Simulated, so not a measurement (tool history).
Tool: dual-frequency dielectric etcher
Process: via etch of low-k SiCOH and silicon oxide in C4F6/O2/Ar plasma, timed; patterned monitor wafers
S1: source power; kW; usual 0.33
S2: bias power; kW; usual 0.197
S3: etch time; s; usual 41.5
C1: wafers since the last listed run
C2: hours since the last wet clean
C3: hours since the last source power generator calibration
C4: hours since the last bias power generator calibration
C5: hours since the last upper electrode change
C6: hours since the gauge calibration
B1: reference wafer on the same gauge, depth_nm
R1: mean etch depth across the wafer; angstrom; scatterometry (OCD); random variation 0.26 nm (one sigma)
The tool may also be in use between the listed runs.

{"run": 1, "hour": 0.0, "S1": 0.33, "S2": 0.236, "S3": 41.5, "C1": 0, "C2": 349.2, "C3": 1480.4, "C4": 2862.3, "C5": 3964.7, "C6": 28.4, "B1": 102.8, "R1": 1015}
{"run": 2, "hour": 8.8, "S1": 0.33, "S2": 0.236, "S3": 41.5, "C1": 138, "C2": 358, "C3": 1489.2, "C4": 2871.1, "C5": 3973.5, "C6": 37.2, "B1": 102.8, "R1": 1015}
{"run": 3, "hour": 18.2, "S1": 0.33, "S2": 0.236, "S3": 41.5, "C1": 147, "C2": 367.4, "C3": 1498.6, "C4": 2880.5, "C5": 3982.9, "C6": 46.6, "B1": 102.8, "R1": 1012}
{"run": 4, "hour": 27.5, "S1": 0.31, "S2": 0.197, "S3": 31.5, "C1": 146, "C2": 376.7, "C3": 1507.9, "C4": 2889.8, "C5": 3992.2, "C6": 55.9, "B1": 102.8, "R1": 698}
{"run": 5, "hour": 39.8, "S1": 0.33, "S2": 0.197, "S3": 41.5, "C1": 193, "C2": 389, "C3": 1520.2, "C4": 2902.1, "C5": 4004.5, "C6": 68.2, "B1": 102.8, "R1": 952}
{"run": 6, "hour": 51.8, "S1": 0.33, "S2": 0.197, "S3": 32, "C1": 188, "C2": 401, "C3": 1532.2, "C4": 2914.1, "C5": 4016.5, "C6": 80.2, "B1": 102.8, "R1": 734}
{"run": 7, "hour": 66.3, "S1": 0.33, "S2": 0.197, "S3": 32, "C1": 228, "C2": 415.5, "C3": 1546.7, "C4": 2928.6, "C5": 4031, "C6": 94.7, "B1": 102.8, "R1": 736}
{"run": 8, "hour": 80.3, "S1": 0.33, "S2": 0.197, "S3": 32, "C1": 220, "C2": 429.5, "C3": 1560.7, "C4": 2942.6, "C5": 4045, "C6": 108.7, "B1": 102.8, "R1": 735}
{"run": 9, "hour": 87.7, "S1": 0.33, "S2": 0.197, "S3": 41.5, "C1": 116, "C2": 436.9, "C3": 1568.1, "C4": 2950, "C5": 4052.4, "C6": 116.1, "B1": 102.8, "R1": 954}
{"hour": 91.3, "done": "gauge calibrated"}
{"run": 10, "hour": 107.5, "S1": 0.33, "S2": 0.197, "S3": 41.5, "C1": 311, "C2": 456.7, "C3": 1587.9, "C4": 2969.8, "C5": 4072.2, "C6": 16.2, "B1": 102.9, "R1": 955}
{"hour": 113.2, "done": "bias power generator calibrated"}
{"hour": 132.8, "done": "wet clean of the chamber"}
{"hour": 142.1, "done": "upper electrode replaced"}
{"run": 11, "hour": 142.6, "S1": 0.33, "S2": 0.197, "S3": 41.5, "C1": 35, "C2": 9.8, "C3": 1623, "C4": 29.4, "C5": 0.5, "C6": 51.3, "B1": 102.8, "R1": 915}
{"run": 12, "hour": 142.9, "S1": 0.33, "S2": 0.171, "S3": 41.5, "C1": 4, "C2": 10.1, "C3": 1623.3, "C4": 29.7, "C5": 0.8, "C6": 51.6, "B1": 102.7, "R1": 872}
{"run": 13, "hour": 143.2, "S1": 0.33, "S2": 0.197, "S3": 41.5, "C1": 4, "C2": 10.4, "C3": 1623.6, "C4": 30, "C5": 1.1, "C6": 51.9, "B1": 102.8, "R1": 919}
{"run": 14, "hour": 144.1, "S1": 0.37, "S2": 0.161, "S3": 36, "C1": 14, "C2": 11.3, "C3": 1624.5, "C4": 30.9, "C5": 2, "C6": 52.8, "B1": 102.8, "R1": 786}
{"hour": 158.6, "done": "source power generator calibrated"}
{"run": 15, "hour": 161.7, "S1": 0.33, "S2": 0.215, "S3": 41.5, "C1": 213, "C2": 28.9, "C3": 3.1, "C4": 48.5, "C5": 19.6, "C6": 70.4, "B1": 102.8, "R1": 949}
{"run": 16, "hour": 176.9, "S1": 0.33, "S2": 0.235, "S3": 41.5, "C1": 239, "C2": 44.1, "C3": 18.3, "C4": 63.7, "C5": 34.8, "C6": 85.6, "B1": 102.8, "R1": 987}
{"run": 17, "hour": 188.2, "S1": 0.33, "S2": 0.197, "S3": 41.5, "C1": 177, "C2": 55.4, "C3": 29.6, "C4": 75, "C5": 46.1, "C6": 96.9, "B1": 102.8, "R1": 923}
{"run": 18, "hour": 199.2, "S1": 0.33, "S2": 0.221, "S3": 41.5, "C1": 173, "C2": 66.4, "C3": 40.6, "C4": 86, "C5": 57.1, "C6": 107.9, "B1": 102.9, "R1": 961}
{"run": 19, "hour": 213.3, "S1": 0.33, "S2": 0.197, "S3": 32, "C1": 221, "C2": 80.5, "C3": 54.7, "C4": 100.1, "C5": 71.2, "C6": 122, "B1": 102.8, "R1": 710}
{"run": 20, "hour": 221.0, "S1": 0.33, "S2": 0.197, "S3": 41.5, "C1": 121, "C2": 88.2, "C3": 62.4, "C4": 107.8, "C5": 78.9, "C6": 129.7, "B1": 102.8, "R1": 925}
{"run": 21, "hour": 229.2, "S1": 0.33, "S2": 0.163, "S3": 41.5, "C1": 129, "C2": 96.4, "C3": 70.6, "C4": 116, "C5": 87.1, "C6": 137.9, "B1": 102.8, "R1": 863}
{"hour": 234.4, "done": "gauge calibrated"}
{"run": 22, "hour": 237.6, "S1": 0.3, "S2": 0.174, "S3": 46, "C1": 132, "C2": 104.8, "C3": 79, "C4": 124.4, "C5": 95.5, "C6": 3.2, "B1": 102.8, "R1": 932}

Forecast each of these 4 alternatives for the next run:
{"run": "A", "hour": 238.0, "S1": 0.33, "S2": 0.197, "S3": 41.5, "C1": 6, "C2": 105.2, "C3": 79.4, "C4": 124.8, "C5": 95.9, "C6": 3.6, "B1": "?", "R1": "?"}
{"run": "B", "hour": 238.0, "S1": 0.29, "S2": 0.229, "S3": 46.5, "C1": 6, "C2": 105.2, "C3": 79.4, "C4": 124.8, "C5": 95.9, "C6": 3.6, "B1": "?", "R1": "?"}
{"run": "C", "hour": 238.0, "S1": 0.33, "S2": 0.176, "S3": 41.5, "C1": 6, "C2": 105.2, "C3": 79.4, "C4": 124.8, "C5": 95.9, "C6": 3.6, "B1": "?", "R1": "?"}
{"run": "D", "hour": 238.0, "S1": 0.26, "S2": 0.184, "S3": 41.5, "C1": 6, "C2": 105.2, "C3": 79.4, "C4": 124.8, "C5": 95.9, "C6": 3.6, "B1": "?", "R1": "?"}

run=A B1=102.8 R1=926
run=B B1=102.8 R1=1024
run=C B1=102.8 R1=889
run=D B1=102.8 R1=793
Without the tool's hidden state the same runs would have given:
run=A R1=917
run=B R1=1015
run=C R1=881
run=D R1=786
